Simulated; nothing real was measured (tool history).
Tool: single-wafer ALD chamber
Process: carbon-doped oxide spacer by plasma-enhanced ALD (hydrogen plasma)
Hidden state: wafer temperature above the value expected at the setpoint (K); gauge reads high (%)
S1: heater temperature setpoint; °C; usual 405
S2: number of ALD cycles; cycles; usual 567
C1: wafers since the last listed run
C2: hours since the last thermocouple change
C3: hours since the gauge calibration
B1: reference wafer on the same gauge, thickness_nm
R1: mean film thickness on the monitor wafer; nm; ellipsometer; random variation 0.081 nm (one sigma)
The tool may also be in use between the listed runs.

run   hour   S1   S2  C1      C2     C3      B1      R1
  1    0.0  401  567   0  1100.5  335.6  31.269  32.951
  2   19.7  405  543  11  1120.2  355.3  31.325  31.394
  3   54.2  405  543  19  1154.7  389.8  31.393  31.406
      71.4  -- gauge calibrated
  4   84.1  405  543  16  1184.6   12.7  30.868  30.881
  5  106.8  405  567  12  1207.3   35.4  30.874  32.371
  6  137.8  405  567  17  1238.3   66.4  30.903  32.213
  7  156.5  405  612  10  1257.0   85.1  30.909  34.712
  8  187.8  405  612  17  1288.3  116.4  30.917  34.788
  9  222.9  405  567  19  1323.4  151.5  30.959  32.242
 10  257.3  400  509  19  1357.8  185.9  30.995  29.489
 11  273.7  405  567   9  1374.2  202.3  31.021  32.379
 12  295.1  405  567  12  1395.6  223.7  31.061  32.246
 13  338.4  391  515  24  1438.9  267.0  31.156  29.967
 14  360.1  405  494  12  1460.6  288.7  31.142  28.330
 15  373.5  393  504   7  1474.0  302.1  31.196  29.336
 16  396.8  405  567  13  1497.3  325.4  31.218  32.583
 17  409.8  405  567   7  1510.3  338.4  31.246  32.543
     426.8  -- thermocouple changed; heater temperature recalibrated
 18  427.3  417  463   5     0.5  355.9  31.337  25.824
     440.5  -- gauge calibrated
 19  454.2  418  567  15    27.4   13.7  30.902  31.095
 20  484.2  409  489  16    57.4   43.7  30.892  27.557
 21  503.5  413  672  10    76.7   63.0  30.870  37.332
 22  519.9  415  513   9    93.1   79.4  30.880  28.362
 23  544.5  416  502  13   117.7  104.0  30.900  27.735
 24  572.4  412  507  15   145.6  131.9  30.940  28.236
 25  597.0  405  567  13   170.2  156.5  30.930  32.179

Some steps in R1 between neighbouring runs. How much of each would the tool show without its hidden state too (settings, what came in, random variation), and how much is left for the hidden state, with any gauge scatter that isn't in both results?
Run 3 -> 4: gauge calibrated. R1 -0.525 nm: hidden state -0.532, all else +0.007.
Run 18 -> 19: S1 417 -> 418, S2 463 -> 567, gauge calibrated. R1 +5.271 nm: hidden state -0.361, all else +5.632.
Run 20 -> 21: S1 409 -> 413, S2 489 -> 672. R1 +9.775 nm: hidden state +0.003, all else +9.772.
Run 21 -> 22: S1 413 -> 415, S2 672 -> 513. R1 -8.970 nm: hidden state +0.010, all else -8.980.

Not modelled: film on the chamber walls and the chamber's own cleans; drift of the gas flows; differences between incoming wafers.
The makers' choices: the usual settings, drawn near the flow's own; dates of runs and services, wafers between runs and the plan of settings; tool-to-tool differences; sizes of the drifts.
